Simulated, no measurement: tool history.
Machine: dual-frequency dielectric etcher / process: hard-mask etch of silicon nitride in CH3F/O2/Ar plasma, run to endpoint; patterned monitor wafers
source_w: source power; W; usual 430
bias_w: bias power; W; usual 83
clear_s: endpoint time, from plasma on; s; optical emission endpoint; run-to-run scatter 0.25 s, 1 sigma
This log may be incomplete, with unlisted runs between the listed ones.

| run | day | source_w | bias_w | incoming incoming film thickness, nm | clear_s |
|---|---|---|---|---|---|
| 1 | 0.000 | 430 | 83 | 44.71 | 57.7 |
| 2 | 0.600 | 430 | 83 | 44.91 | 58.4 |
| 3 | 2.033 | 430 | 83 | 44.59 | 58.4 |
| 4 | 2.533 | 430 | 79 | 44.93 | 59.5 |
| 5 | 3.038 | 430 | 83 | 44.59 | 58.0 |
| 6 | 4.183 | 430 | 83 | 44.86 | 59.1 |
| 7 | 5.546 | 430 | 83 | 45.05 | 59.2 |
| 8 | 6.512 | 430 | 83 | 44.97 | 59.1 |
| 9 | 7.183 | 430 | 83 | 45.03 | 59.8 |
| 10 | 7.683 | 370 | 83 | 44.83 | 64.1 |
| 11 | 8.921 | 370 | 83 | 44.65 | 63.6 |
|  | 9.388 | source power generator calibrated |
| 12 | 10.404 | 430 | 83 | 45.05 | 60.8 |
| 13 | 11.279 | 510 | 83 | 44.31 | 55.0 |
| 14 | 12.292 | 330 | 89 | 44.77 | 66.0 |
|  | 12.988 | bias power generator calibrated |
|  | 13.762 | wet clean of the chamber |
|  | 13.788 | upper electrode replaced |
| 15 | 13.808 | 390 | 90 | 45.31 | 60.3 |
| 16 | 14.379 | 350 | 83 | 44.82 | 63.4 |
| 17 | 15.033 | 480 | 94 | 45.27 | 53.7 |
| 18 | 15.875 | 430 | 83 | 44.87 | 58.3 |
| 19 | 16.754 | 480 | 83 | 44.79 | 56.2 |
| 20 | 17.579 | 530 | 68 | 45.17 | 56.8 |
| 21 | 18.804 | 430 | 83 | 45.25 | 59.1 |
| 22 | 19.375 | 480 | 94 | 45.08 | 54.9 |

Below are 5 alternative next runs, each starting from the tool's condition after run 22. Predict each:
| A | 19.392 | 430 | 99 | 45.16 | ? |
| B | 19.392 | 510 | 63 | 45.16 | ? |
| C | 19.392 | 540 | 104 | 45.16 | ? |
| D | 19.392 | 360 | 83 | 45.16 | ? |
| E | 19.392 | 430 | 92 | 45.16 | ? |

| run | clear_s |
|---|---|
| A | 56.4 |
| B | 59.1 |
| C | 50.5 |
| D | 64.2 |
| E | 57.6 |
With no hidden state in the tool, these same runs would have given:
| run | clear_s |
|---|---|
| A | 55.4 |
| B | 57.9 |
| C | 49.5 |
| D | 62.9 |
| E | 56.5 |
